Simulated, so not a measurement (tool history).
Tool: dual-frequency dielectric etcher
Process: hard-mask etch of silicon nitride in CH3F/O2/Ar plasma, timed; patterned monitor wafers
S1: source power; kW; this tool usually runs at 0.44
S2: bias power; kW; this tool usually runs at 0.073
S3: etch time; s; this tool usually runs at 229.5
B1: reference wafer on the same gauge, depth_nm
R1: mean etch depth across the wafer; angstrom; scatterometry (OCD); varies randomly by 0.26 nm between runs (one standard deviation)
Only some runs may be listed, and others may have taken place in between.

run	hour	S1	S2	S3	B1	R1
1	0	0.44	0.073	229.5	176	1666
2	7.2	0.44	0.073	229.5	176	1661
3	61	0.44	0.073	229.5	176	1662
4	76.3	0.44	0.073	229.5	176	1664
# hour 102.1: upper electrode replaced
# hour 110: bias power generator calibrated
# hour 116.2: wet clean of the chamber
5	116.7	0.44	0.073	196	176	1456
6	117.1	0.44	0.073	196	175.9	1457
7	117.5	0.44	0.073	229.5	176	1702
8	130.5	0.44	0.081	188	175.9	1423
9	147.6	0.44	0.081	188	176	1424
10	155.9	0.54	0.079	178.5	176	1454
11	173.3	0.44	0.084	166	176	1260
12	186.1	0.44	0.084	166	176	1260
# hour 190.7: source power generator calibrated
13	194.3	0.44	0.073	229.5	176	1698
# hour 195.4: gauge calibrated
14	205.5	0.44	0.067	229.5	176	1666
15	243.1	0.37	0.084	263	176	1868
16	250.4	0.53	0.089	263	176	2160
17	261.9	0.47	0.062	183	176	1341
18	277	0.52	0.066	296.5	176	2277

What if the next run were any one of these 4? Each begins from the tool's condition after run 18:
A	277.5	0.44	0.073	229.5	?	?
B	277.5	0.36	0.073	183.5	?	?
C	277.5	0.44	0.055	279	?	?
D	277.5	0.34	0.081	207.5	?	?

run	B1	R1
A	176	1685
B	176	1250
C	176	1947
D	176	1413
With no hidden state in the tool, these same runs would have given:
run	R1
A	1707
B	1266
C	1973
D	1432
